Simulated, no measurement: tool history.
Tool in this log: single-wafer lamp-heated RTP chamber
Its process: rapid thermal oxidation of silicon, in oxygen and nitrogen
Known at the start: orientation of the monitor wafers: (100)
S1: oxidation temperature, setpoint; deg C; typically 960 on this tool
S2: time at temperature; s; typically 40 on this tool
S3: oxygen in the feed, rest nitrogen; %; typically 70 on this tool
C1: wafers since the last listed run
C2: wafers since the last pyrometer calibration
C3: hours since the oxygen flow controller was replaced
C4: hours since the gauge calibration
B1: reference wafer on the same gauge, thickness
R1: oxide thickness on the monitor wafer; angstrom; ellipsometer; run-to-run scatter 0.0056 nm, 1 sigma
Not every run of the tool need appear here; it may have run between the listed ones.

run   hour   S1  S2  S3   C1    C2      C3     C4     B1     R1
  1    0.0  960  40  89    0  4547  2439.6   29.9  3.970  40.71
  2   19.3  960  40  70  129  4676  2458.9   49.2  3.973  38.02
  3   33.0  960  40  70   91  4768  2472.6   62.9  3.971  38.12
  4   51.9  960  40  70  126  4895  2491.5   81.8  3.969  38.10
  5   76.1  960  40  70  162  5058  2515.7  106.0  3.971  38.17
  6   90.0  953  40  54   93  5151  2529.6  119.9  3.972  34.25
  7  123.2  953  40  54  222  5374  2562.8  153.1  3.971  34.22
  8  142.8  960  40  70  131  5506  2582.4  172.7  3.969  38.17
  9  163.9  960  40  70  141  5647  2603.5  193.8  3.970  38.17
 10  189.2  960  40  70  169  5817  2628.8  219.1  3.970  38.23
 11  214.2  960  40  70  167  5985  2653.8  244.1  3.972  38.26
 12  240.3  960  40  70  175  6160  2679.9  270.2  3.969  38.26
 13  273.5  966  40  53  222  6383  2713.1  303.4  3.972  36.89
 14  295.8  966  40  53  149  6533  2735.4  325.7  3.970  36.94
     329.7  -- oxygen flow controller replaced
     336.4  -- pyrometer window cleaned and pyrometer calibrated
 15  336.9  982  49  70  177     3     7.2  366.8  3.970  46.96
 16  359.4  982  49  70  151   154    29.7  389.3  3.971  46.86
 17  385.2  982  49  70  173   327    55.5  415.1  3.970  46.94
 18  417.6  960  40  70  217   545    87.9  447.5  3.970  37.59
 19  437.0  960  40  84  130   675   107.3  466.9  3.970  39.64
 20  460.0  982  49  70  154   829   130.3  489.9  3.972  47.00
 21  536.5  949  24  70  513  1343   206.8  566.4  3.970  30.34
 22  557.5  948  32  70  141  1484   227.8  587.4  3.970  32.81
 23  585.3  960  40  70  186  1671   255.6  615.2  3.971  37.83
 24  607.1  937  49  80  146  1817   277.4  637.0  3.968  36.50
 25  638.7  948  59  97  212  2029   309.0  668.6  3.971  44.58
 26  666.9  960  40  70  189  2219   337.2  696.8  3.971  37.75
     688.1  -- gauge calibrated
 27  692.2  951  27  78  169  2389   362.5    4.1  3.972  32.40
 28  708.3  930  29  80  108  2497   378.6   20.2  3.969  30.14
 29  723.6  948  59  97  102  2599   393.9   35.5  3.968  44.49
 30  754.0  933  26  85  204  2804   424.3   65.9  3.972  30.04
 31  768.1  933  40  70   94  2898   438.4   80.0  3.971  32.65
 32  783.2  960  40  55  101  3000   453.5   95.1  3.970  35.65
 33  804.6  935  40  70  143  3143   474.9  116.5  3.972  32.88
 34  819.3  988  54  70   98  3242   489.6  131.2  3.971  51.43
 35  839.0  960  57  70  132  3374   509.3  150.9  3.968  43.37
 36  865.0  984  60  86  174  3549   535.3  176.9  3.970  56.05
 37  885.7  960  40  70  139  3688   556.0  197.6  3.970  38.02

Here are 5 independent what-if runs from the current tool condition. What would each one return?
  A  886.1  960  40  70   2  3691  556.4  198.0   ?   ?
  B  886.1  987  31  85   2  3691  556.4  198.0   ?   ?
  C  886.1  960  40  88   2  3691  556.4  198.0   ?   ?
  D  886.1  943  30  70   2  3691  556.4  198.0   ?   ?
  E  886.1  960  53  93   2  3691  556.4  198.0   ?   ?

run     B1     R1
  A  3.970  37.96
  B  3.970  43.46
  C  3.970  40.48
  D  3.970  31.49
  E  3.970  45.97
Stripped of hidden state, with their random variation kept, the same runs would have yielded:
run     R1
  A  37.38
  B  42.73
  C  39.82
  D  31.12
  E  45.16
